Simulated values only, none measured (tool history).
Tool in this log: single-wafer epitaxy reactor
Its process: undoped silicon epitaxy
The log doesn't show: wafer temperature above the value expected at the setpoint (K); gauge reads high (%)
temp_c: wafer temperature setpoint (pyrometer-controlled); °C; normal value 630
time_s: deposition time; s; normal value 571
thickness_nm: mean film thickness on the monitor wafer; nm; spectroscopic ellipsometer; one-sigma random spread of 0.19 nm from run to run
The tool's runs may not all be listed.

run,hour,temp_c,time_s,wafers since the last listed run,hours since the last pyrometer calibration,hours since the gauge calibration,"read-back reference wafer on the same gauge, thickness_nm",thickness_nm
1,0,630,571,0,1700.2,485.6,70.707,62.208
2,13.7,630,571,29,1713.9,499.3,70.817,62.537
3,36,630,571,48,1736.2,521.6,70.693,62.23
4,55.5,630,571,42,1755.7,541.1,70.674,61.948
5,91.2,630,571,77,1791.4,576.8,70.716,62.164
6,115.8,630,571,53,1816,601.4,70.682,62.397
7,144.5,630,571,61,1844.7,630.1,70.762,62.1
8,158,630,571,29,1858.2,643.6,70.74,62.315
9,189.3,630,571,67,1889.5,674.9,70.726,62.238
10,202.6,630,571,28,1902.8,688.2,70.66,62.131
11,218.5,630,571,34,1918.7,704.1,70.697,62.289
12,239.5,630,571,45,1939.7,725.1,70.701,62.05
13,272.1,618,571,70,1972.3,757.7,70.72,45.28
14,301.8,630,483,64,2002,787.4,70.682,52.36
15,320.1,630,483,39,2020.3,805.7,70.74,52.586
16,341.7,630,571,46,2041.9,827.3,70.704,62.354
17,366.3,630,571,53,2066.5,851.9,70.667,62.245
18,392.3,630,571,56,2092.5,877.9,70.755,62.305
19,405.6,633,571,28,2105.8,891.2,70.735,67.081
20,438.9,625,607,71,2139.1,924.5,70.647,58.298
21,453.7,630,571,31,2153.9,939.3,70.77,62.356
22,484.1,630,641,65,2184.3,969.7,70.628,70.116
23,500.3,630,533,34,2200.5,985.9,70.711,58.403
24,535.3,642,605,75,2235.5,1020.9,70.738,89.654
# hour 543.8: gauge calibrated
# hour 564.2: pyrometer calibrated
25,567.3,625,571,51,3.1,23.5,70.739,54.84
26,592.4,625,458,54,28.2,48.6,70.642,43.864
27,615.9,644,649,50,51.7,72.1,70.689,100.439
28,633.5,630,571,37,69.3,89.7,70.661,62.391
29,650.9,642,605,37,86.7,107.1,70.723,89.311
30,675.9,617,667,53,111.7,132.1,70.79,51.834
31,704.6,619,519,61,140.4,160.8,70.683,42.519
32,731.1,630,470,57,166.9,187.3,70.732,51.287
33,765.7,630,571,74,201.5,221.9,70.757,62.53
34,778.8,630,571,28,214.6,235,70.689,62.235
35,803,644,480,52,238.8,259.2,70.721,74.938
36,862.3,642,649,127,298.1,318.5,70.659,96.818
37,891.5,638,571,63,327.3,347.7,70.68,76.081
38,905.5,630,571,30,341.3,361.7,70.632,62.357
39,933.8,641,497,61,369.6,390,70.612,71.804

Consider 3 possible next runs. They are alternatives, not a sequence: every one starts from the tool as it was left by run 39. What does each give?
A,934.4,630,571,1,370.2,390.6,?,?
B,934.4,645,520,1,370.2,390.6,?,?
C,934.4,630,620,1,370.2,390.6,?,?

run,"read-back reference wafer on the same gauge, thickness_nm",thickness_nm
A,70.631,62.218
B,70.631,83.023
C,70.631,67.557
What these runs would have given with no unlogged condition in the tool:
run,thickness_nm
A,62.218
B,83.023
C,67.557

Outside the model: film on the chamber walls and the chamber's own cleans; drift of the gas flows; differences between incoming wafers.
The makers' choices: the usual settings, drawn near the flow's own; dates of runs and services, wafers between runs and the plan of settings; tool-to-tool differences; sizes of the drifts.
